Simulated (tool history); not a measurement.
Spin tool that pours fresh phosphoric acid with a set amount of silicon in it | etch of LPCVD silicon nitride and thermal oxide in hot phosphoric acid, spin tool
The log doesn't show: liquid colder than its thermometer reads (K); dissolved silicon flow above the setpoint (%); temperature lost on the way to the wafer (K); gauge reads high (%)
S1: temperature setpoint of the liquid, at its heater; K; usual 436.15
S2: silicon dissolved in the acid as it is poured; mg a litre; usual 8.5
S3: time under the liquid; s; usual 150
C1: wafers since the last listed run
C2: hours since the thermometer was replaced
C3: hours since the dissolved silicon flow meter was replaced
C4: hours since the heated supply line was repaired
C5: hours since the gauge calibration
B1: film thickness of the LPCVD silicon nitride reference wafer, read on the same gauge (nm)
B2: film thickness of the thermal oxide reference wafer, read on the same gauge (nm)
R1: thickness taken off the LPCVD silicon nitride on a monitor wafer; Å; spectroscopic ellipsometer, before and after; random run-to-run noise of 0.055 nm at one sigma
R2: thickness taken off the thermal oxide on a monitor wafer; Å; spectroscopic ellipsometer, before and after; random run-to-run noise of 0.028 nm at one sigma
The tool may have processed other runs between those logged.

run 1 day=0.000 | S1=435.15 S2=8.5 S3=150 | C1=0 C2=2390.2 C3=1692.1 C4=3565.5 C5=703.9 | B1=120.00 B2=110.003 | R1=122.5 R2=2.85
-- day=0.758 heated supply line repaired
run 2 day=1.483 | S1=436.15 S2=8.5 S3=150 | C1=385 C2=2425.8 C3=1727.7 C4=17.4 C5=739.5 | B1=120.01 B2=109.989 | R1=135.1 R2=3.96
run 3 day=2.312 | S1=436.15 S2=4.5 S3=115 | C1=221 C2=2445.7 C3=1747.6 C4=37.3 C5=759.4 | B1=120.00 B2=109.985 | R1=103.7 R2=3.30
run 4 day=3.246 | S1=436.15 S2=4.5 S3=115 | C1=249 C2=2468.1 C3=1770.0 C4=59.7 C5=781.8 | B1=119.99 B2=109.993 | R1=103.5 R2=2.93
run 5 day=4.342 | S1=436.15 S2=4.0 S3=150 | C1=292 C2=2494.4 C3=1796.3 C4=86.0 C5=808.1 | B1=120.01 B2=110.011 | R1=135.5 R2=4.38
run 6 day=5.429 | S1=436.15 S2=12.5 S3=225 | C1=290 C2=2520.5 C3=1822.4 C4=112.1 C5=834.2 | B1=119.99 B2=110.009 | R1=200.6 R2=5.35
run 7 day=6.700 | S1=436.15 S2=8.5 S3=150 | C1=339 C2=2551.0 C3=1852.9 C4=142.6 C5=864.7 | B1=120.01 B2=110.002 | R1=133.8 R2=3.24
run 8 day=7.488 | S1=434.15 S2=4.0 S3=180 | C1=210 C2=2569.9 C3=1871.8 C4=161.5 C5=883.6 | B1=119.99 B2=109.995 | R1=149.7 R2=3.78
-- day=8.500 dissolved silicon flow meter replaced
run 9 day=8.875 | S1=436.15 S2=12.5 S3=225 | C1=359 C2=2603.2 C3=9.0 C4=194.8 C5=916.9 | B1=120.01 B2=109.994 | R1=201.5 R2=5.51
run 10 day=9.738 | S1=438.15 S2=8.5 S3=225 | C1=230 C2=2623.9 C3=29.7 C4=215.5 C5=937.6 | B1=119.98 B2=110.002 | R1=216.1 R2=6.39
run 11 day=10.412 | S1=438.65 S2=11.0 S3=175 | C1=180 C2=2640.1 C3=45.9 C4=231.7 C5=953.8 | B1=119.98 B2=110.001 | R1=170.3 R2=4.94

Run 12, settings as shown, results not yet in. Your forecast:
run 12 day=11.567 | S1=436.15 S2=8.5 S3=85 | C1=308 C2=2667.8 C3=73.6 C4=259.4 C5=981.5 | B1=? B2=? | R1=? R2=?

Run 12 yielded B1 120.01, B2 109.984, R1 75.7 Å, R2 1.93 Å.
Take away the tool's hidden state, keep the run-to-run variation as it was, and the same run would have given R1 83.4 Å, R2 2.39 Å.
